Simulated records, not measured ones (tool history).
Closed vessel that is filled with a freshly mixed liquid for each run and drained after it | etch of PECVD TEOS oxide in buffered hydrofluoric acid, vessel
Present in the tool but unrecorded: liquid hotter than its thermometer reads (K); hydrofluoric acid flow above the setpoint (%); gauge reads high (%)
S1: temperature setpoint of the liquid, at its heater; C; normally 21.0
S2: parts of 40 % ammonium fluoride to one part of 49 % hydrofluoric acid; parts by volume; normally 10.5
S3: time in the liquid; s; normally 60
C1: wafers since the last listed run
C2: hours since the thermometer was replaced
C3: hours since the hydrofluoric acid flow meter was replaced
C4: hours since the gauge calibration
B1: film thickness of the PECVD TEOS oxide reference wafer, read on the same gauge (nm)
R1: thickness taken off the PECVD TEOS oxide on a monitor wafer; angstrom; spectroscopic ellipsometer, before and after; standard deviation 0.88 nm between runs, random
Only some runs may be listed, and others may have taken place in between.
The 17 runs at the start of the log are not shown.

run    hour    S1    S2  S3     C1     C2     C3      C4      B1      R1
 18   971.5  21.0  13.5  85   4731  319.4  559.5   756.6   99.97  1473.6
      979.0  -- hydrofluoric acid flow meter replaced
 19  1003.5  21.0  10.5  60   2486  351.4   24.5   788.6   99.99  1272.9
 20  1034.2  17.5  14.0  60   2462  382.1   55.2   819.3  100.02   797.9
 21  1081.1  21.0  10.5  60   3761  429.0  102.1   866.2   99.96  1285.3
 22  1146.7  21.0  10.5  60   5261  494.6  167.7   931.8   99.97  1299.9
 23  1184.3  17.5  13.5  90   3015  532.2  205.3   969.4  100.02  1275.0
 24  1234.5  21.0  10.5  60   4026  582.4  255.5  1019.6  100.01  1333.0
 25  1342.4  17.5  13.5  90   8653  690.3  363.4  1127.5  100.01  1299.8
     1373.1  -- thermometer replaced
 26  1378.8  21.0  10.5  60   2839    5.7  399.8  1163.9  100.03  1239.2
 27  1536.1  24.0   8.5  80  12615  163.0  557.1  1321.2   99.99  2446.6
 28  1569.4  18.5   8.0  70   2670  196.3  590.4  1354.5   99.94  1666.5
     1595.7  -- hydrofluoric acid flow meter replaced
 29  1633.2  17.5  13.5  75   5036  260.1   37.5  1418.3   99.99  1014.5
 30  1682.3  21.0  13.5  80   3937  309.2   86.6  1467.4  100.05  1304.2
 31  1734.0  21.0  10.5  60   4146  360.9  138.3  1519.1  100.00  1260.3
 32  1783.1  21.0  14.0  45   3937  410.0  187.4  1568.2  100.00   730.1
 33  1839.6  23.5  10.5  80   4531  466.5  243.9  1624.7  100.01  1988.9

Predict each of these 3 candidate next runs independently; none follows another, all start after run 33:
  A  1840.3  18.5  10.5  60  56  467.2  244.6  1625.4   ?   ?
  B  1840.3  21.0  12.0  45  56  467.2  244.6  1625.4   ?   ?
  C  1840.3  17.0  10.5  35  56  467.2  244.6  1625.4   ?   ?

run      B1      R1
  A  100.03  1112.3
  B  100.03   841.8
  C  100.03   596.1
With no hidden state in the tool, these same runs would have given:
run      R1
  A  1032.4
  B   782.0
  C   553.0
